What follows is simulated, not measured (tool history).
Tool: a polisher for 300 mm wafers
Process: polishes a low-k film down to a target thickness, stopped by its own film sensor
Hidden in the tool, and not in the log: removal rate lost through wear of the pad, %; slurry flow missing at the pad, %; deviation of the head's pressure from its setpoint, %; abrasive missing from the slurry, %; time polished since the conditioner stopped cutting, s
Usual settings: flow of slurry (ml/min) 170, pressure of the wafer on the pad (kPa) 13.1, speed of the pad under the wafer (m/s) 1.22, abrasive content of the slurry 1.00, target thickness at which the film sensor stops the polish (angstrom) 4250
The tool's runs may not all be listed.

run,hour,flow of slurry (ml/min),pressure of the wafer on the pad (kPa),speed of the pad under the wafer (m/s),abrasive content of the slurry,target thickness at which the film sensor stops the polish (angstrom),wafers since the last listed run,wafers polished on this pad,hours since the slurry nozzle was cleaned,hours since the head pressure was calibrated,hours since the slurry blender was calibrated,hours since the conditioning disc was replaced,"incoming thickness of the incoming film, nm",time until the film sensor stopped the polish (s)
1,0.0,170,13.1,1.22,0.80,4250,0,1239,151.9,558.7,154.9,228.2,458.2,77.5
2,18.5,170,13.1,1.22,1.00,4250,136,1376,170.4,577.2,173.4,246.7,459.3,71.4
# hour 34.5: worn pad replaced by a new one
3,49.1,170,13.1,1.22,1.00,4250,196,107,201.0,607.8,204.0,277.3,455.6,61.9
4,66.7,170,13.1,1.22,1.00,4250,129,237,218.6,625.4,221.6,294.9,461.5,75.0
5,81.6,170,13.1,1.22,1.00,4220,110,347,233.5,640.3,236.5,309.8,463.4,84.2
6,94.3,170,13.1,1.22,1.00,4220,93,441,246.2,653.0,249.2,322.5,468.4,95.0
7,172.6,170,13.1,1.22,1.00,4220,578,1019,324.5,731.3,327.5,400.8,457.1,73.5
8,200.7,155,14.5,1.22,1.00,4250,207,1227,352.6,759.4,355.6,428.9,462.4,72.4
# hour 221.1: worn pad replaced by a new one
9,232.6,155,14.5,1.22,1.00,4250,206,85,384.5,791.3,387.5,460.8,459.2,63.3
# hour 239.1: conditioning disc replaced and pad reconditioned
10,258.6,155,14.5,1.22,1.00,4250,177,262,410.5,817.3,413.5,19.5,465.0,75.0
11,291.1,170,13.1,1.22,1.00,4250,239,502,443.0,849.8,446.0,52.0,457.8,66.8
# hour 316.2: head pressure recalibrated
12,323.5,170,13.1,1.22,1.00,4250,224,726,475.4,7.3,478.4,84.4,467.7,89.8
# hour 328.4: slurry blender recalibrated
# hour 338.9: slurry nozzle cleaned
13,345.1,150,13.1,1.22,1.00,4250,137,864,6.2,28.9,16.7,106.0,453.2,59.3
14,367.5,170,13.1,1.22,1.00,4250,165,1029,28.6,51.3,39.1,128.4,451.6,56.9
15,382.2,170,11.0,1.22,1.00,4220,108,1138,43.3,66.0,53.8,143.1,464.1,105.3
# hour 394.0: worn pad replaced by a new one
16,410.4,225,13.1,1.22,1.00,4250,178,121,71.5,94.2,82.0,171.3,461.7,71.2
17,440.4,170,9.0,1.22,1.00,4310,221,342,101.5,124.2,112.0,201.3,458.6,83.2
18,460.2,170,13.1,1.22,1.00,4250,146,488,121.3,144.0,131.8,221.1,457.2,68.0
19,491.8,170,9.0,1.42,0.70,4250,233,722,152.9,175.6,163.4,252.7,460.5,115.9
20,508.1,170,13.1,1.22,1.10,4200,120,842,169.2,191.9,179.7,269.0,463.6,88.9
21,532.9,170,14.5,1.10,1.00,4250,183,1025,194.0,216.7,204.5,293.8,464.6,81.2
22,561.5,170,13.1,1.52,1.10,4250,211,1236,222.6,245.3,233.1,322.4,463.7,64.1
23,589.3,170,13.1,1.22,1.00,4350,205,1442,250.4,273.1,260.9,350.2,463.1,59.3
# hour 596.9: worn pad replaced by a new one
24,617.3,170,17.2,1.60,1.00,4250,177,150,278.4,301.1,288.9,378.2,453.0,34.6
25,634.5,185,13.1,1.22,1.00,4250,127,277,295.6,318.3,306.1,395.4,460.5,71.4

Forecast each of these 5 alternatives for the next run:
A,634.9,170,13.1,1.22,1.00,4250,2,280,296.0,318.7,306.5,395.8,456.5,?
B,634.9,170,13.1,1.22,1.00,4320,2,280,296.0,318.7,306.5,395.8,456.5,?
C,634.9,205,13.1,1.22,0.85,4250,2,280,296.0,318.7,306.5,395.8,456.5,?
D,634.9,170,13.1,1.22,0.75,4250,2,280,296.0,318.7,306.5,395.8,456.5,?
E,634.9,170,13.1,1.22,1.30,4250,2,280,296.0,318.7,306.5,395.8,456.5,?

run,time until the film sensor stopped the polish (s)
A,64.7
B,50.3
C,68.2
D,75.1
E,57.7
Without the tool's hidden state the same runs would have given:
run,time until the film sensor stopped the polish (s)
A,63.2
B,49.1
C,66.6
D,73.3
E,56.4
